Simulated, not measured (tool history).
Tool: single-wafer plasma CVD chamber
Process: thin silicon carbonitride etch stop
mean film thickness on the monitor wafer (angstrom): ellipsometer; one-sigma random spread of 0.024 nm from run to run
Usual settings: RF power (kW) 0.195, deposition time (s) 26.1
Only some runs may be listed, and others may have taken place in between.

run,hour,RF power (kW),deposition time (s),wafers since the last listed run,hours since the last thermocouple change,hours since the last RF generator calibration,hours since the showerhead was replaced,hours since the gauge calibration,"read-back reference wafer on the same gauge, thickness_nm",mean film thickness on the monitor wafer (angstrom)
1,0.0,0.195,26.1,0,753.0,1499.3,6495.8,36.8,14.347,159.64
2,11.4,0.195,26.1,261,764.4,1510.7,6507.2,48.2,14.357,159.60
3,17.5,0.195,26.1,139,770.5,1516.8,6513.3,54.3,14.351,159.93
4,33.8,0.185,26.1,374,786.8,1533.1,6529.6,70.6,14.372,157.79
5,44.6,0.185,26.1,247,797.6,1543.9,6540.4,81.4,14.374,157.23
6,61.6,0.170,24.5,390,814.6,1560.9,6557.4,98.4,14.376,143.93
7,70.2,0.170,24.5,197,823.2,1569.5,6566.0,107.0,14.384,144.08
8,82.1,0.170,24.5,273,835.1,1581.4,6577.9,118.9,14.391,143.86
# hour 91.3: showerhead replaced
9,91.8,0.195,26.1,39,844.8,1591.1,0.5,128.6,14.390,160.33
10,99.3,0.185,23.3,172,852.3,1598.6,8.0,136.1,14.400,140.06
# hour 111.8: RF generator calibrated
11,116.8,0.185,23.3,218,869.8,5.0,25.5,153.6,14.398,140.80
12,126.5,0.185,23.3,222,879.5,14.7,35.2,163.3,14.396,140.40
13,134.9,0.215,26.1,192,887.9,23.1,43.6,171.7,14.397,164.78
14,145.7,0.225,21.4,247,898.7,33.9,54.4,182.5,14.396,137.07
# hour 147.4: gauge calibrated
15,157.1,0.215,29.1,261,910.1,45.3,65.8,9.7,14.319,182.70
16,164.4,0.230,29.5,167,917.4,52.6,73.1,17.0,14.329,189.21
# hour 172.7: thermocouple changed; heater temperature recalibrated
17,181.5,0.195,24.1,208,8.8,69.7,90.2,34.1,14.334,147.08
18,198.7,0.225,23.7,394,26.0,86.9,107.4,51.3,14.357,151.24
19,211.8,0.235,23.3,300,39.1,100.0,120.5,64.4,14.370,151.15
20,228.6,0.225,23.7,385,55.9,116.8,137.3,81.2,14.380,151.82
21,241.4,0.195,26.1,293,68.7,129.6,150.1,94.0,14.382,159.51
22,248.1,0.230,22.2,153,75.4,136.3,156.8,100.7,14.379,143.10
23,255.3,0.195,30.4,165,82.6,143.5,164.0,107.9,14.383,186.20
24,269.2,0.195,26.1,319,96.5,157.4,177.9,121.8,14.387,159.82
25,276.9,0.195,26.1,176,104.2,165.1,185.6,129.5,14.389,159.68

Had the tool no unlogged condition, and each run kept its random variation, what would the results have been?
Hidden conditions of the tool in this case: wafer temperature above the value expected at the setpoint (K); delivered RF power above the setpoint (%); gauge reads high (%).
run,mean film thickness on the monitor wafer (angstrom)
1,159.13
2,158.98
3,159.26
4,157.01
5,156.40
6,143.10
7,143.22
8,142.97
9,159.32
10,139.16
11,139.88
12,139.47
13,163.67
14,136.14
15,182.56
16,188.92
17,146.65
18,150.64
19,150.46
20,151.03
21,158.62
22,142.28
23,185.10
24,158.84
25,158.69
